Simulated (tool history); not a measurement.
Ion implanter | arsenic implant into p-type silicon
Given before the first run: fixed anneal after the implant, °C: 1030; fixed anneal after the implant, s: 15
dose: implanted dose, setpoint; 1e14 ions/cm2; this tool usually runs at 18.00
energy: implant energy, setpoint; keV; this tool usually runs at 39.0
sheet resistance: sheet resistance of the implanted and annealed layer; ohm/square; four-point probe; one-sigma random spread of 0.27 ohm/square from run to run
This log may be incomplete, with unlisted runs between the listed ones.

run	hour	dose	energy	read-back reference wafer on the same gauge, sheet resistance	sheet resistance
1	0.0	14.85	32.0	89.58	100.99
# hour 87.8: Faraday cup replaced and dose calibrated
2	107.9	14.85	32.0	89.53	99.99
3	169.5	18.00	34.0	89.57	90.08
4	233.6	18.00	34.0	89.65	90.28
5	317.9	18.00	49.0	89.64	80.12
6	355.5	18.00	39.0	89.52	86.28
7	436.4	21.83	39.0	89.61	80.26
8	516.2	21.83	39.0	89.63	80.66
9	568.6	18.00	39.0	89.67	87.15
10	638.2	18.00	39.0	89.48	87.19
11	705.5	18.00	39.0	89.55	87.93
# hour 868.0: gauge calibrated
# hour 937.2: Faraday cup replaced and dose calibrated
12	1000.6	18.00	39.0	89.54	86.72
# hour 1012.5: extraction supply calibrated
13	1075.1	18.00	39.0	89.69	86.47
14	1170.3	18.00	34.0	89.68	90.28
15	1253.1	13.31	39.0	89.58	100.58
16	1527.6	21.27	48.0	89.55	75.94
17	1597.6	22.63	39.0	89.65	80.24
18	1672.0	19.93	31.0	89.64	90.51
# hour 1714.0: Faraday cup replaced and dose calibrated
19	1730.2	18.00	39.0	89.60	86.26
20	1817.8	21.53	26.5	89.63	92.45
21	1871.5	22.51	34.0	89.69	84.14
22	1955.9	18.00	39.0	89.63	86.55
23	1995.3	18.00	39.0	89.61	86.78
24	2033.2	16.23	42.5	89.60	89.17
25	2139.0	16.53	45.5	89.63	86.06
26	2193.3	18.00	35.0	89.54	90.11

Measured less the same run without the tool's hidden state. The same run-to-run variation is in both; the gauge's scatter may not be:
What the log doesn't record here: deviation of the true dose from the Faraday cup's reading, %; deviation of the true energy from its setpoint, %; gauge reads high (%).
run	sheet resistance
1	+1.30
2	-0.10
3	-0.06
4	-0.02
5	+0.07
6	+0.11
7	+0.18
8	+0.31
9	+0.54
10	+0.73
11	+0.96
12	+0.01
13	+0.05
14	+0.14
15	+0.40
16	+0.81
17	+0.86
18	+1.17
19	+0.09
20	+0.08
21	+0.11
22	+0.23
23	+0.29
24	+0.42
25	+0.66
26	+0.67
